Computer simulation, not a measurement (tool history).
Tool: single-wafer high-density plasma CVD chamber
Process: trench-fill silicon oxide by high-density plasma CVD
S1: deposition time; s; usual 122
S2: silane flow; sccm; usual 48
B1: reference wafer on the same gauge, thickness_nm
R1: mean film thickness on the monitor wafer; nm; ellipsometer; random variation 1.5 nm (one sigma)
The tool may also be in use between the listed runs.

run   hour   S1  S2       B1       R1
  1      0  122  48  711.672  606.539
  2     17  122  48  712.142  605.339
  3   26.6  104  48  712.059  515.919
  4   39.3  104  48  712.169  516.001
  5   48.3  122  48  711.875   605.47
  6   62.4  122  48  711.709  604.687
  7   73.5  122  48   711.86  602.417
  8   84.1  122  48  712.018  605.247
  9   94.7  122  48  711.891  606.653
 10  103.9  122  53  711.967  666.727
 11  118.8  122  52  712.132  653.903
 12  132.3  122  52  711.864  657.861
 13  179.9  122  52  711.352  655.304
 14  197.1  122  48  711.754  608.278
     198.6  -- gauge calibrated
 15  207.5  122  48   711.73  607.553
 16  214.1  122  48  711.912   606.16
 17  225.2  122  48  712.312   605.75
 18  233.1  139  41  712.141   591.28
 19  246.5  110  48  711.856   545.42
 20  252.8  122  42  712.028  528.593
 21  262.5  139  48  711.401  689.187
 22  275.2  102  54  712.507  568.264
 23  285.8  122  51  711.922  643.442
     301.9  -- silane flow controller replaced
 24  302.4  133  41  711.642  563.043
 25  309.7  122  54   712.53  681.978
 26  344.4  101  42  711.776  440.506
 27  353.2  122  48    712.5  604.633
 28  370.7  122  56  712.177  704.596
 29  383.5  122  48  712.047  604.437
 30  391.4  136  48  711.989  677.985
 31  405.1  122  48  711.551  604.364
 32    413  130  53  711.728  712.441
 33  420.9  142  52  711.796  764.319
 34  427.7  115  43  712.171  511.273
 35  438.4  122  52  711.554  655.774

Below are 5 alternative next runs, each starting from the tool's condition after run 35. Predict each:
  A  438.8  101  48   ?   ?
  B  438.8  115  40   ?   ?
  C  438.8  122  44   ?   ?
  D  438.8  102  41   ?   ?
  E  438.8  136  42   ?   ?

run       B1       R1
  A  711.885  503.102
  B  711.885  477.366
  C  711.885  557.065
  D  711.885  433.988
  E  711.885  592.764
Without the tool's unlogged condition, the same runs would have read:
run       R1
  A  503.102
  B  477.366
  C  557.065
  D  433.988
  E  592.764

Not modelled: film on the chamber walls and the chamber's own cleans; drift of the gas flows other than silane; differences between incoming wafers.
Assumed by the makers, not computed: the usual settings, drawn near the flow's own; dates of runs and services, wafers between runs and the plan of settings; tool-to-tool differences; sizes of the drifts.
